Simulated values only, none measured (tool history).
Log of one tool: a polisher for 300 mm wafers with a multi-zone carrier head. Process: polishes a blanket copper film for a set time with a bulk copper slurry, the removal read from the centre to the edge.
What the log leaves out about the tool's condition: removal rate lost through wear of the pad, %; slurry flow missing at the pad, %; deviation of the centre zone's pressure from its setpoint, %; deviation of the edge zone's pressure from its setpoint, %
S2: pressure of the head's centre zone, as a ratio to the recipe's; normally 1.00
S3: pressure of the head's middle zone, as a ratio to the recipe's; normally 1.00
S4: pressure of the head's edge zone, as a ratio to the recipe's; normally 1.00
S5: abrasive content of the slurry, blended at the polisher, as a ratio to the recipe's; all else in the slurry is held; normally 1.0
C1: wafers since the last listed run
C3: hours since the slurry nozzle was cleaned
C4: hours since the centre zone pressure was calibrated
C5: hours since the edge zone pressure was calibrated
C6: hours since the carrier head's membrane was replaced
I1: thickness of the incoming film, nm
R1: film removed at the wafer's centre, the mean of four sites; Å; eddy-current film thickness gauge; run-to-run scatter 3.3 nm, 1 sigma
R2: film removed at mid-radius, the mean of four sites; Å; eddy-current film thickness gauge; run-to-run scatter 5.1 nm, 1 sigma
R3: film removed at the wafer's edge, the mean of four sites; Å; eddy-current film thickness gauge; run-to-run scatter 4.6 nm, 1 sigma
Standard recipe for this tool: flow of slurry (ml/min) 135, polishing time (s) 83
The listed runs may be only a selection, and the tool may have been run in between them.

{"run": 1, "hour": 0.0, "flow of slurry (ml/min)": 135, "S2": 1.0, "S3": 1.0, "S4": 1.0, "S5": 1.0, "polishing time (s)": 83, "C1": 0, "wafers polished on this pad": 860, "C3": 395.3, "C4": 395.0, "C5": 859.6, "C6": 272.0, "I1": 3952.1, "R1": 4136, "R2": 4117, "R3": 4200}
{"hour": 5.9, "done": "worn pad replaced by a new one"}
{"run": 2, "hour": 20.4, "flow of slurry (ml/min)": 135, "S2": 1.0, "S3": 1.0, "S4": 1.0, "S5": 1.0, "polishing time (s)": 83, "C1": 103, "wafers polished on this pad": 91, "C3": 415.7, "C4": 415.4, "C5": 880.0, "C6": 292.4, "I1": 4005.0, "R1": 4509, "R2": 4447, "R3": 4526}
{"run": 3, "hour": 45.2, "flow of slurry (ml/min)": 135, "S2": 1.0, "S3": 1.0, "S4": 1.0, "S5": 1.0, "polishing time (s)": 83, "C1": 155, "wafers polished on this pad": 247, "C3": 440.5, "C4": 440.2, "C5": 904.8, "C6": 317.2, "I1": 4022.1, "R1": 4434, "R2": 4491, "R3": 4498}
{"run": 4, "hour": 68.3, "flow of slurry (ml/min)": 135, "S2": 0.94, "S3": 1.0, "S4": 1.04, "S5": 1.0, "polishing time (s)": 83, "C1": 145, "wafers polished on this pad": 392, "C3": 463.6, "C4": 463.3, "C5": 927.9, "C6": 340.3, "I1": 4053.7, "R1": 4106, "R2": 4372, "R3": 4515}
{"run": 5, "hour": 96.2, "flow of slurry (ml/min)": 135, "S2": 0.94, "S3": 1.0, "S4": 1.04, "S5": 1.0, "polishing time (s)": 83, "C1": 175, "wafers polished on this pad": 567, "C3": 491.5, "C4": 491.2, "C5": 955.8, "C6": 368.2, "I1": 3985.9, "R1": 4044, "R2": 4370, "R3": 4367}
{"run": 6, "hour": 122.2, "flow of slurry (ml/min)": 135, "S2": 0.94, "S3": 1.0, "S4": 1.04, "S5": 1.0, "polishing time (s)": 83, "C1": 163, "wafers polished on this pad": 731, "C3": 517.5, "C4": 517.2, "C5": 981.8, "C6": 394.2, "I1": 4028.1, "R1": 3965, "R2": 4270, "R3": 4317}
{"hour": 133.5, "done": "worn pad replaced by a new one"}
{"run": 7, "hour": 148.3, "flow of slurry (ml/min)": 135, "S2": 1.0, "S3": 1.0, "S4": 1.0, "S5": 1.0, "polishing time (s)": 83, "C1": 138, "wafers polished on this pad": 92, "C3": 543.6, "C4": 543.3, "C5": 1007.9, "C6": 420.3, "I1": 4024.4, "R1": 4569, "R2": 4537, "R3": 4536}
{"run": 8, "hour": 161.6, "flow of slurry (ml/min)": 135, "S2": 1.0, "S3": 1.0, "S4": 1.0, "S5": 1.0, "polishing time (s)": 83, "C1": 83, "wafers polished on this pad": 176, "C3": 556.9, "C4": 556.6, "C5": 1021.2, "C6": 433.6, "I1": 4064.1, "R1": 4523, "R2": 4513, "R3": 4455}
{"run": 9, "hour": 186.8, "flow of slurry (ml/min)": 135, "S2": 1.0, "S3": 1.0, "S4": 1.0, "S5": 1.0, "polishing time (s)": 83, "C1": 158, "wafers polished on this pad": 334, "C3": 582.1, "C4": 581.8, "C5": 1046.4, "C6": 458.8, "I1": 3999.4, "R1": 4424, "R2": 4444, "R3": 4398}
{"run": 10, "hour": 206.7, "flow of slurry (ml/min)": 135, "S2": 1.0, "S3": 1.0, "S4": 1.0, "S5": 1.0, "polishing time (s)": 83, "C1": 125, "wafers polished on this pad": 459, "C3": 602.0, "C4": 601.7, "C5": 1066.3, "C6": 478.7, "I1": 4036.1, "R1": 4359, "R2": 4378, "R3": 4409}
{"run": 11, "hour": 222.0, "flow of slurry (ml/min)": 135, "S2": 1.0, "S3": 1.0, "S4": 0.94, "S5": 1.0, "polishing time (s)": 109, "C1": 96, "wafers polished on this pad": 556, "C3": 617.3, "C4": 617.0, "C5": 1081.6, "C6": 494.0, "I1": 4028.2, "R1": 5678, "R2": 5776, "R3": 5616}
{"run": 12, "hour": 238.0, "flow of slurry (ml/min)": 135, "S2": 1.0, "S3": 1.0, "S4": 1.0, "S5": 1.0, "polishing time (s)": 83, "C1": 100, "wafers polished on this pad": 656, "C3": 633.3, "C4": 633.0, "C5": 1097.6, "C6": 510.0, "I1": 4022.4, "R1": 4274, "R2": 4356, "R3": 4236}
{"hour": 277.2, "done": "worn pad replaced by a new one"}
{"run": 13, "hour": 316.8, "flow of slurry (ml/min)": 135, "S2": 1.0, "S3": 0.96, "S4": 1.09, "S5": 1.0, "polishing time (s)": 83, "C1": 470, "wafers polished on this pad": 248, "C3": 712.1, "C4": 711.8, "C5": 1176.4, "C6": 588.8, "I1": 4031.6, "R1": 4434, "R2": 4392, "R3": 4597}
{"run": 14, "hour": 339.4, "flow of slurry (ml/min)": 135, "S2": 0.93, "S3": 1.0, "S4": 1.0, "S5": 1.0, "polishing time (s)": 109, "C1": 142, "wafers polished on this pad": 390, "C3": 734.7, "C4": 734.4, "C5": 1199.0, "C6": 611.4, "I1": 4057.0, "R1": 5265, "R2": 5781, "R3": 5790}
{"hour": 342.3, "done": "slurry nozzle cleaned"}
{"run": 15, "hour": 372.5, "flow of slurry (ml/min)": 135, "S2": 1.0, "S3": 1.1, "S4": 1.09, "S5": 1.0, "polishing time (s)": 83, "C1": 201, "wafers polished on this pad": 592, "C3": 30.2, "C4": 767.5, "C5": 1232.1, "C6": 644.5, "I1": 4016.2, "R1": 4231, "R2": 4702, "R3": 4446}
{"hour": 386.2, "done": "centre zone pressure recalibrated"}
{"hour": 402.6, "done": "carrier head's membrane replaced by a new one"}
{"hour": 417.8, "done": "worn pad replaced by a new one"}
{"run": 16, "hour": 436.2, "flow of slurry (ml/min)": 135, "S2": 1.11, "S3": 1.0, "S4": 0.94, "S5": 1.0, "polishing time (s)": 83, "C1": 331, "wafers polished on this pad": 115, "C3": 93.9, "C4": 50.0, "C5": 1295.8, "C6": 33.6, "I1": 4048.7, "R1": 4977, "R2": 4613, "R3": 4390}
{"hour": 442.9, "done": "edge zone pressure recalibrated"}
{"run": 17, "hour": 471.7, "flow of slurry (ml/min)": 120, "S2": 1.0, "S3": 1.0, "S4": 1.0, "S5": 1.0, "polishing time (s)": 83, "C1": 210, "wafers polished on this pad": 326, "C3": 129.4, "C4": 85.5, "C5": 28.8, "C6": 69.1, "I1": 3998.0, "R1": 4295, "R2": 4324, "R3": 4295}
{"run": 18, "hour": 489.5, "flow of slurry (ml/min)": 135, "S2": 1.0, "S3": 1.0, "S4": 1.0, "S5": 1.0, "polishing time (s)": 83, "C1": 111, "wafers polished on this pad": 438, "C3": 147.2, "C4": 103.3, "C5": 46.6, "C6": 86.9, "I1": 4016.0, "R1": 4379, "R2": 4370, "R3": 4391}
{"run": 19, "hour": 519.1, "flow of slurry (ml/min)": 135, "S2": 0.92, "S3": 1.0, "S4": 1.0, "S5": 0.9, "polishing time (s)": 83, "C1": 186, "wafers polished on this pad": 624, "C3": 176.8, "C4": 132.9, "C5": 76.2, "C6": 116.5, "I1": 3982.4, "R1": 3813, "R2": 4183, "R3": 4157}
{"run": 20, "hour": 534.7, "flow of slurry (ml/min)": 135, "S2": 0.93, "S3": 1.0, "S4": 1.0, "S5": 1.0, "polishing time (s)": 109, "C1": 98, "wafers polished on this pad": 722, "C3": 192.4, "C4": 148.5, "C5": 91.8, "C6": 132.1, "I1": 4072.8, "R1": 5115, "R2": 5581, "R3": 5510}
{"hour": 549.5, "done": "worn pad replaced by a new one"}
{"run": 21, "hour": 560.9, "flow of slurry (ml/min)": 135, "S2": 1.0, "S3": 1.0, "S4": 1.0, "S5": 1.0, "polishing time (s)": 83, "C1": 139, "wafers polished on this pad": 71, "C3": 218.6, "C4": 174.7, "C5": 118.0, "C6": 158.3, "I1": 3965.0, "R1": 4501, "R2": 4431, "R3": 4497}

3 options for the next run, each taken on its own from the tool as it stands now. Forecast them:
{"run": "A", "hour": 561.4, "flow of slurry (ml/min)": 135, "S2": 1.0, "S3": 1.0, "S4": 1.0, "S5": 1.0, "polishing time (s)": 83, "C1": 3, "wafers polished on this pad": 74, "C3": 219.1, "C4": 175.2, "C5": 118.5, "C6": 158.8, "I1": 3969.0, "R1": "?", "R2": "?", "R3": "?"}
{"run": "B", "hour": 561.4, "flow of slurry (ml/min)": 135, "S2": 0.91, "S3": 0.96, "S4": 1.0, "S5": 1.0, "polishing time (s)": 83, "C1": 3, "wafers polished on this pad": 74, "C3": 219.1, "C4": 175.2, "C5": 118.5, "C6": 158.8, "I1": 3969.0, "R1": "?", "R2": "?", "R3": "?"}
{"run": "C", "hour": 561.4, "flow of slurry (ml/min)": 100, "S2": 1.0, "S3": 1.0, "S4": 1.0, "S5": 1.1, "polishing time (s)": 83, "C1": 3, "wafers polished on this pad": 74, "C3": 219.1, "C4": 175.2, "C5": 118.5, "C6": 158.8, "I1": 3969.0, "R1": "?", "R2": "?", "R3": "?"}

run=A R1=4512 R2=4542 R3=4532
run=B R1=4102 R2=4391 R3=4534
run=C R1=4335 R2=4397 R3=4458
What these runs would have given with no unlogged condition in the tool:
run=A R1=4575 R2=4606 R3=4595
run=B R1=4159 R2=4453 R3=4598
run=C R1=4396 R2=4459 R3=4520
